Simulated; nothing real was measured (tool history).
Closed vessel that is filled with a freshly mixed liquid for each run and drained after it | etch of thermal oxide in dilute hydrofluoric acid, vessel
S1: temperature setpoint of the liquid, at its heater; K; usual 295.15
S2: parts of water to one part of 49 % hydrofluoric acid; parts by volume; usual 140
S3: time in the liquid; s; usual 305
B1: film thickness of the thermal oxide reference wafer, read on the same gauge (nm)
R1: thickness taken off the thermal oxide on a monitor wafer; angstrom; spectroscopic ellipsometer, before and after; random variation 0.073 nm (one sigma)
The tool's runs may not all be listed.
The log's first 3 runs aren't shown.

run   hour      S1   S2   S3     B1     R1
  4   32.1  295.15  140  305  80.01   93.3
  5   44.1  295.15  140  305  80.00   92.2
  6   50.3  295.15  125  305  80.01  107.4
  7   63.7  295.15  140  205  80.01   63.8
  8   76.5  295.15  140  305  80.01   93.4
  9   85.6  295.15  140  305  80.01   94.4
 10   99.9  298.15  140  350  80.00  123.5
 11  114.9  298.15  140  350  80.00  121.2
 12  125.9  295.15  140  305  80.02   94.6
 13  139.5  295.15  140  305  80.00   95.0
 14  156.1  295.15  140  305  80.02   95.1
     169.9  -- hydrofluoric acid flow meter replaced
 15  171.7  295.15  140  305  80.00   83.1
     177.0  -- gauge calibrated
 16  187.2  298.15  140  430  80.00  130.8
 17  201.4  295.15  140  305  80.00   83.9
 18  211.5  298.15  140  305  80.00   93.0
 19  228.6  298.15   80  305  80.00  175.1
     241.3  -- thermometer replaced
 20  241.8  295.15   85  305  80.02  144.7
 21  255.3  295.15  140  305  80.00   83.6
 22  267.9  293.15  140  305  80.02   77.7
 23  284.7  295.15   90  305  80.00  139.1
 24  325.9  295.15  190  475  79.99   91.1
 25  336.1  295.15  180  150  79.98   30.6
 26  351.2  298.65   95  485  80.00  239.2
 27  366.6  299.15  185  305  80.01   71.4

Run 28 comes next. What will it give?
 28  378.0  295.15  120  180   ?   ?

B1: 79.99
R1: 60.6 angstrom
Without the tool's hidden state the same run would have given R1 58.6 angstrom.
